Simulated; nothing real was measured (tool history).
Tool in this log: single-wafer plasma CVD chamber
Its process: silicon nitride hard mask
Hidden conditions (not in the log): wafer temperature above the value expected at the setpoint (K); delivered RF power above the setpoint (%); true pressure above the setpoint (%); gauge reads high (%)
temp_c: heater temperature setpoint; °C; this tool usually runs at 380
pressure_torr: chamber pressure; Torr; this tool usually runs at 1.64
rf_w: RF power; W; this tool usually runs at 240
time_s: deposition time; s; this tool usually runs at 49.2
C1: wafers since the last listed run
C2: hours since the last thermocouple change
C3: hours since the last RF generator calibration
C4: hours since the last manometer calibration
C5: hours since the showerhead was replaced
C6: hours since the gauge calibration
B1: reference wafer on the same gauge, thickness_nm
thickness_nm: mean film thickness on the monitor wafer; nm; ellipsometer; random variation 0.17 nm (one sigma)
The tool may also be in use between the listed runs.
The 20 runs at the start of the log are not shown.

Run 21, hour 572.2: usual settings; C1 666; C2 283.8; C3 43.5; C4 592.2; C5 540.8; C6 523.5; B1 45.692. Result: thickness_nm 48.167 nm.
Run 22, hour 635.1: usual settings; C1 1606; C2 346.7; C3 106.4; C4 655.1; C5 603.7; C6 586.4; B1 45.684. Result: thickness_nm 48.174 nm.
Run 23, hour 654.7: usual settings but temp_c 384 °C, rf_w 265 W; C1 500; C2 366.3; C3 126.0; C4 674.7; C5 623.3; C6 606.0; B1 45.692. Result: thickness_nm 51.152 nm.
Run 24, hour 687.9: usual settings but time_s 40.4 s; C1 848; C2 399.5; C3 159.2; C4 707.9; C5 656.5; C6 639.2; B1 45.738. Result: thickness_nm 39.799 nm.
Run 25, hour 713.2: usual settings but temp_c 366 °C; C1 646; C2 424.8; C3 184.5; C4 733.2; C5 681.8; C6 664.5; B1 45.697. Result: thickness_nm 48.416 nm.
Run 26, hour 748.5: usual settings but temp_c 384 °C, rf_w 270 W; C1 901; C2 460.1; C3 219.8; C4 768.5; C5 717.1; C6 699.8; B1 45.677. Result: thickness_nm 52.091 nm.
Run 27, hour 763.8: usual settings but temp_c 370 °C, pressure_torr 1.86 Torr, rf_w 260 W, time_s 57.5 s; C1 390; C2 475.4; C3 235.1; C4 783.8; C5 732.4; C6 715.1; B1 45.698. Result: thickness_nm 61.118 nm.
Run 28, hour 796.5: usual settings but time_s 40.7 s; C1 835; C2 508.1; C3 267.8; C4 816.5; C5 765.1; C6 747.8; B1 45.715. Result: thickness_nm 39.941 nm.

Run 29 has not been measured yet. What should we expect?
Run 29, hour 814.1: usual settings; C1 449; C2 525.7; C3 285.4; C4 834.1; C5 782.7; C6 765.4; B1 ?. Result: thickness_nm ?.

Run 29 measured B1 45.675, thickness_nm 48.351 nm.
Were there no unlogged condition in the tool, this run, its random variation unchanged, would have produced thickness_nm 48.351 nm.
